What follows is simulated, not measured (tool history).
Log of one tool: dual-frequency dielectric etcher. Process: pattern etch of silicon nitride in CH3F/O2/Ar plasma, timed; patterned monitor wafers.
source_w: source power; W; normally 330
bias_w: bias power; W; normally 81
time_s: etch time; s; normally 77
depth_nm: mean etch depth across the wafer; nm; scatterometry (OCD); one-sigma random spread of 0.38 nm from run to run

run	hour	source_w	bias_w	time_s	read-back reference wafer on the same gauge, depth_nm	depth_nm
1	0	330	81	86.5	60	60.9
2	88.5	330	81	86.5	59.8	60.4
# hour 148: wet clean of the chamber
3	148.5	330	81	86.5	59.7	58.6
4	234.3	330	81	77	59.4	53.3
5	280.7	330	81	77	59.4	52.9
6	345.6	330	81	77	59.2	52.8
7	443.2	330	81	77	59.1	53.1
8	519.2	330	81	69	58.9	47.4
# hour 594.3: source power generator calibrated
9	601.5	330	81	77	58.7	51.7
# hour 694.1: wet clean of the chamber
10	709	330	81	77	58.4	52
# hour 889.8: upper electrode replaced
11	922.1	330	81	77	58	51.7
# hour 928.3: gauge calibrated
12	964.6	330	81	77	62.2	55.8
# hour 971.1: bias power generator calibrated
13	1058.6	330	70	90.5	62	60.9
14	1095.3	330	91	59.5	62	44.9
15	1148.1	290	81	77	61.9	52.7
16	1208.2	330	99	77	61.7	60.1
# hour 1310.1: wet clean of the chamber
17	1310.6	330	81	86.5	61.5	60.8
18	1337.2	330	81	77	61.5	55
19	1443.3	330	81	77	61.2	54.1
20	1543.6	330	81	77	61	53.8
21	1635.7	360	81	91	60.8	65.1
22	1714.7	330	98	77	60.7	59
23	1777.2	350	81	67	60.5	48
24	1866.9	300	81	85	60.3	57.9

4 options for the next run, each taken on its own from the tool as it stands now. Forecast them:
A	1867.3	390	81	77	?	?
B	1867.3	380	100	68.5	?	?
C	1867.3	280	81	77	?	?
D	1867.3	330	87	88	?	?

run	read-back reference wafer on the same gauge, depth_nm	depth_nm
A	60.4	55.8
B	60.4	54.2
C	60.4	51.4
D	60.4	63.1
With no hidden state in the tool, these same runs would have given:
run	depth_nm
A	57
B	55.4
C	52.5
D	64.5
